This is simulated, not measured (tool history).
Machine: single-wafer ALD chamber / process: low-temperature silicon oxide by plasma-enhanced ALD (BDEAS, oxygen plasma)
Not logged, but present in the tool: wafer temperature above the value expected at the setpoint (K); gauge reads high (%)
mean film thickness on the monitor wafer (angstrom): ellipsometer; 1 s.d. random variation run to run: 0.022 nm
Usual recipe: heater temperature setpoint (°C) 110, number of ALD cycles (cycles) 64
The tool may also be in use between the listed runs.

run,day,heater temperature setpoint (°C),number of ALD cycles (cycles),wafers since the last listed run,hours since the last thermocouple change,hours since the gauge calibration,"read-back reference wafer on the same gauge, thickness_nm",mean film thickness on the monitor wafer (angstrom)
1,0.000,122,61,0,202.5,493.1,8.200,82.97
2,1.479,110,64,239,238.0,528.6,8.199,89.25
3,2.558,110,64,174,263.9,554.5,8.200,88.99
# day 2.808: gauge calibrated
4,3.446,101,64,143,285.2,15.3,8.199,90.60
5,4.921,110,64,238,320.6,50.7,8.193,89.08
6,8.754,113,64,620,412.6,142.7,8.197,88.23
7,9.904,113,64,186,440.2,170.3,8.203,88.50
8,11.396,113,64,241,476.0,206.1,8.207,88.36
9,12.100,110,64,114,492.9,223.0,8.199,88.73
10,13.338,110,64,200,522.6,252.7,8.203,89.09
11,14.617,110,64,207,553.3,283.4,8.199,88.79
12,15.912,115,64,209,584.4,314.5,8.195,87.40
13,16.942,115,64,166,609.1,339.2,8.199,87.64
14,18.029,115,64,176,635.2,365.3,8.199,87.69
15,19.238,110,64,195,664.2,394.3,8.199,88.48
16,20.683,110,64,234,698.9,429.0,8.208,88.84
17,21.496,104,64,131,718.4,448.5,8.197,89.63

The next listed run, before its measurement:
18,22.912,125,56,229,752.4,482.5,?,?

{"run 18": {"read-back reference wafer on the same gauge, thickness_nm": 8.201, "mean film thickness on the monitor wafer (angstrom)": 74.82}}
With no hidden state in the tool, this same run would have given mean film thickness on the monitor wafer (angstrom) 75.39.
